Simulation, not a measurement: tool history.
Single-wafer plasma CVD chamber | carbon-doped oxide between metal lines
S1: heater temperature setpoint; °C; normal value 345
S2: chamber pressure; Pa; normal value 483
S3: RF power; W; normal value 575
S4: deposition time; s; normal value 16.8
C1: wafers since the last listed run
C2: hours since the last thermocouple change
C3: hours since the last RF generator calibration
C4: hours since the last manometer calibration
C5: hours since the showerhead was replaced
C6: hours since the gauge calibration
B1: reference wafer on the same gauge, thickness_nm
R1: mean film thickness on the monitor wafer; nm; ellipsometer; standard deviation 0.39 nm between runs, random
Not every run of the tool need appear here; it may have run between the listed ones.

{"run": 1, "hour": 0.0, "S1": 345, "S2": 429, "S3": 575, "S4": 16.8, "C1": 0, "C2": 3003.8, "C3": 1271.1, "C4": 2318.1, "C5": 5911.7, "C6": 401.5, "B1": 107.696, "R1": 92.372}
{"run": 2, "hour": 13.0, "S1": 345, "S2": 429, "S3": 575, "S4": 16.8, "C1": 209, "C2": 3016.8, "C3": 1284.1, "C4": 2331.1, "C5": 5924.7, "C6": 414.5, "B1": 107.569, "R1": 91.976}
{"hour": 23.1, "done": "thermocouple changed; heater temperature recalibrated"}
{"run": 3, "hour": 24.1, "S1": 345, "S2": 483, "S3": 575, "S4": 18.9, "C1": 49, "C2": 1, "C3": 1295.2, "C4": 2342.2, "C5": 5935.8, "C6": 425.6, "B1": 107.924, "R1": 105.711}
{"run": 4, "hour": 34.0, "S1": 345, "S2": 483, "S3": 575, "S4": 18.9, "C1": 159, "C2": 10.9, "C3": 1305.1, "C4": 2352.1, "C5": 5945.7, "C6": 435.5, "B1": 107.696, "R1": 104.321}
{"run": 5, "hour": 45.9, "S1": 345, "S2": 483, "S3": 575, "S4": 16.8, "C1": 191, "C2": 22.8, "C3": 1317, "C4": 2364, "C5": 5957.6, "C6": 447.4, "B1": 107.704, "R1": 94.08}
{"run": 6, "hour": 79.1, "S1": 345, "S2": 483, "S3": 575, "S4": 16.8, "C1": 534, "C2": 56, "C3": 1350.2, "C4": 2397.2, "C5": 5990.8, "C6": 480.6, "B1": 107.863, "R1": 93.342}
{"run": 7, "hour": 96.1, "S1": 345, "S2": 483, "S3": 575, "S4": 16.8, "C1": 273, "C2": 73, "C3": 1367.2, "C4": 2414.2, "C5": 6007.8, "C6": 497.6, "B1": 107.888, "R1": 93.255}
{"run": 8, "hour": 111.2, "S1": 345, "S2": 376, "S3": 575, "S4": 16.8, "C1": 243, "C2": 88.1, "C3": 1382.3, "C4": 2429.3, "C5": 6022.9, "C6": 512.7, "B1": 107.716, "R1": 90.298}
{"run": 9, "hour": 121.3, "S1": 333, "S2": 529, "S3": 530, "S4": 16.8, "C1": 162, "C2": 98.2, "C3": 1392.4, "C4": 2439.4, "C5": 6033, "C6": 522.8, "B1": 107.747, "R1": 90.459}
{"run": 10, "hour": 130.9, "S1": 345, "S2": 529, "S3": 575, "S4": 16.8, "C1": 154, "C2": 107.8, "C3": 1402, "C4": 2449, "C5": 6042.6, "C6": 532.4, "B1": 107.623, "R1": 94.738}
{"run": 11, "hour": 143.6, "S1": 353, "S2": 556, "S3": 500, "S4": 19.9, "C1": 204, "C2": 120.5, "C3": 1414.7, "C4": 2461.7, "C5": 6055.3, "C6": 545.1, "B1": 107.985, "R1": 95.482}
{"run": 12, "hour": 154.3, "S1": 345, "S2": 429, "S3": 575, "S4": 16.8, "C1": 172, "C2": 131.2, "C3": 1425.4, "C4": 2472.4, "C5": 6066, "C6": 555.8, "B1": 107.559, "R1": 92.08}
{"hour": 184.8, "done": "RF generator calibrated"}
{"run": 13, "hour": 195.5, "S1": 345, "S2": 544, "S3": 575, "S4": 19.2, "C1": 534, "C2": 172.4, "C3": 10.7, "C4": 2513.6, "C5": 6107.2, "C6": 597, "B1": 107.727, "R1": 109.312}
{"hour": 220.0, "done": "showerhead replaced"}
{"run": 14, "hour": 220.5, "S1": 345, "S2": 395, "S3": 575, "S4": 14.9, "C1": 273, "C2": 197.4, "C3": 35.7, "C4": 2538.6, "C5": 0.5, "C6": 622, "B1": 107.948, "R1": 81.433}
{"hour": 227.2, "done": "gauge calibrated"}
{"hour": 228.9, "done": "capacitance manometer re-zeroed and calibrated"}
{"run": 15, "hour": 229.4, "S1": 360, "S2": 483, "S3": 655, "S4": 17.7, "C1": 14, "C2": 206.3, "C3": 44.6, "C4": 0.5, "C5": 9.4, "C6": 2.2, "B1": 107.941, "R1": 106.882}
{"run": 16, "hour": 230.4, "S1": 356, "S2": 368, "S3": 605, "S4": 14, "C1": 16, "C2": 207.3, "C3": 45.6, "C4": 1.5, "C5": 10.4, "C6": 3.2, "B1": 107.603, "R1": 77.839}
{"run": 17, "hour": 237.2, "S1": 345, "S2": 429, "S3": 575, "S4": 16.8, "C1": 109, "C2": 214.1, "C3": 52.4, "C4": 8.3, "C5": 17.2, "C6": 10, "B1": 107.844, "R1": 92.699}
{"run": 18, "hour": 252.3, "S1": 333, "S2": 483, "S3": 655, "S4": 15.7, "C1": 243, "C2": 229.2, "C3": 67.5, "C4": 23.4, "C5": 32.3, "C6": 25.1, "B1": 107.677, "R1": 102.417}
{"run": 19, "hour": 295.4, "S1": 345, "S2": 483, "S3": 485, "S4": 19, "C1": 693, "C2": 272.3, "C3": 110.6, "C4": 66.5, "C5": 75.4, "C6": 68.2, "B1": 107.676, "R1": 87.82}
{"run": 20, "hour": 305.8, "S1": 345, "S2": 529, "S3": 575, "S4": 16.8, "C1": 167, "C2": 282.7, "C3": 121, "C4": 76.9, "C5": 85.8, "C6": 78.6, "B1": 107.837, "R1": 94.962}
{"run": 21, "hour": 316.0, "S1": 335, "S2": 483, "S3": 575, "S4": 17.8, "C1": 164, "C2": 292.9, "C3": 131.2, "C4": 87.1, "C5": 96, "C6": 88.8, "B1": 107.715, "R1": 102.355}
{"run": 22, "hour": 333.3, "S1": 345, "S2": 483, "S3": 575, "S4": 16.8, "C1": 278, "C2": 310.2, "C3": 148.5, "C4": 104.4, "C5": 113.3, "C6": 106.1, "B1": 107.973, "R1": 93.388}
{"run": 23, "hour": 349.6, "S1": 349, "S2": 593, "S3": 575, "S4": 17.8, "C1": 262, "C2": 326.5, "C3": 164.8, "C4": 120.7, "C5": 129.6, "C6": 122.4, "B1": 107.98, "R1": 100.525}
{"run": 24, "hour": 365.2, "S1": 357, "S2": 525, "S3": 475, "S4": 17.8, "C1": 251, "C2": 342.1, "C3": 180.4, "C4": 136.3, "C5": 145.2, "C6": 138, "B1": 107.935, "R1": 78.6}
{"run": 25, "hour": 380.7, "S1": 345, "S2": 483, "S3": 575, "S4": 16.8, "C1": 249, "C2": 357.6, "C3": 195.9, "C4": 151.8, "C5": 160.7, "C6": 153.5, "B1": 107.975, "R1": 94.036}
{"run": 26, "hour": 389.1, "S1": 345, "S2": 569, "S3": 575, "S4": 16.8, "C1": 135, "C2": 366, "C3": 204.3, "C4": 160.2, "C5": 169.1, "C6": 161.9, "B1": 107.913, "R1": 96.173}
{"run": 27, "hour": 401.4, "S1": 345, "S2": 483, "S3": 575, "S4": 16.8, "C1": 198, "C2": 378.3, "C3": 216.6, "C4": 172.5, "C5": 181.4, "C6": 174.2, "B1": 107.726, "R1": 93.704}
{"run": 28, "hour": 417.9, "S1": 355, "S2": 483, "S3": 485, "S4": 16.8, "C1": 265, "C2": 394.8, "C3": 233.1, "C4": 189, "C5": 197.9, "C6": 190.7, "B1": 108.082, "R1": 75.878}
{"run": 29, "hour": 430.9, "S1": 351, "S2": 483, "S3": 575, "S4": 16.8, "C1": 209, "C2": 407.8, "C3": 246.1, "C4": 202, "C5": 210.9, "C6": 203.7, "B1": 108.082, "R1": 92.546}

Below are 4 alternative next runs, each starting from the tool's condition after run 29. Predict each:
{"run": "A", "hour": 431.3, "S1": 345, "S2": 483, "S3": 575, "S4": 16.8, "C1": 6, "C2": 408.2, "C3": 246.5, "C4": 202.4, "C5": 211.3, "C6": 204.1, "B1": "?", "R1": "?"}
{"run": "B", "hour": 431.3, "S1": 356, "S2": 483, "S3": 510, "S4": 19.5, "C1": 6, "C2": 408.2, "C3": 246.5, "C4": 202.4, "C5": 211.3, "C6": 204.1, "B1": "?", "R1": "?"}
{"run": "C", "hour": 431.3, "S1": 345, "S2": 400, "S3": 680, "S4": 16.8, "C1": 6, "C2": 408.2, "C3": 246.5, "C4": 202.4, "C5": 211.3, "C6": 204.1, "B1": "?", "R1": "?"}
{"run": "D", "hour": 431.3, "S1": 360, "S2": 545, "S3": 470, "S4": 15.1, "C1": 6, "C2": 408.2, "C3": 246.5, "C4": 202.4, "C5": 211.3, "C6": 204.1, "B1": "?", "R1": "?"}

run=A B1=107.796 R1=93.708
run=B B1=107.796 R1=93.01
run=C B1=107.796 R1=107.039
run=D B1=107.796 R1=65.735
Without the tool's unlogged condition, the same runs would have read:
run=A R1=93.708
run=B R1=93.01
run=C R1=107.039
run=D R1=65.735
